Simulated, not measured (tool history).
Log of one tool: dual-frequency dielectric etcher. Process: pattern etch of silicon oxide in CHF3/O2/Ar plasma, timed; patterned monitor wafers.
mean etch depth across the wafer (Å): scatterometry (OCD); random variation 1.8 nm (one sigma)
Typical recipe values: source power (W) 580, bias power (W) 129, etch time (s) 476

| run | hour | source power (W) | bias power (W) | etch time (s) | wafers since the last listed run | hours since the last wet clean | hours since the last source power generator calibration | hours since the last bias power generator calibration | hours since the last upper electrode change | hours since the gauge calibration | read-back reference wafer on the same gauge, depth_nm | mean etch depth across the wafer (Å) |
|---|---|---|---|---|---|---|---|---|---|---|---|---|
| 1 | 0 | 580 | 129 | 505 | 0 | 282.1 | 4677.5 | 1578.6 | 3053.6 | 89.4 | 841.3 | 8286 |
| 2 | 30.7 | 580 | 129 | 505 | 93 | 312.8 | 4708.2 | 1609.3 | 3084.3 | 120.1 | 841 | 8291 |
| 3 | 71.2 | 580 | 129 | 476 | 123 | 353.3 | 4748.7 | 1649.8 | 3124.8 | 160.6 | 840.9 | 7811 |
| 4 | 106 | 500 | 120 | 476 | 105 | 388.1 | 4783.5 | 1684.6 | 3159.6 | 195.4 | 841 | 7123 |
| 5 | 131.9 | 580 | 129 | 418.5 | 78 | 414 | 4809.4 | 1710.5 | 3185.5 | 221.3 | 840.9 | 6850 |
| 6 | 169.7 | 580 | 129 | 418.5 | 115 | 451.8 | 4847.2 | 1748.3 | 3223.3 | 259.1 | 841.2 | 6834 |
|  | 243.5 | wet clean of the chamber |
| 7 | 244 | 620 | 129 | 476 | 153 | 0.5 | 4921.5 | 1822.6 | 3297.6 | 333.4 | 840.8 | 7928 |
|  | 263.5 | bias power generator calibrated |
| 8 | 289.8 | 580 | 138 | 476 | 127 | 46.3 | 4967.3 | 26.3 | 3343.4 | 379.2 | 841.3 | 7891 |
|  | 304.3 | source power generator calibrated |
| 9 | 337.3 | 580 | 129 | 476 | 132 | 93.8 | 33 | 73.8 | 3390.9 | 426.7 | 840.8 | 7687 |

Run 10 is up next; what results do you expect?
|  | 383.4 | upper electrode replaced |
|  | 407.3 | wet clean of the chamber, repeated, since the last time left the tool worse |
| 10 | 407.8 | 630 | 142 | 522 | 68 | 0.5 | 103.5 | 144.3 | 24.4 | 497.2 | ? | ? |

Run 10 yielded read-back reference wafer on the same gauge, depth_nm 840.9, mean etch depth across the wafer (Å) 9203.
With no hidden state in the tool, this same run would have given mean etch depth across the wafer (Å) 9225.
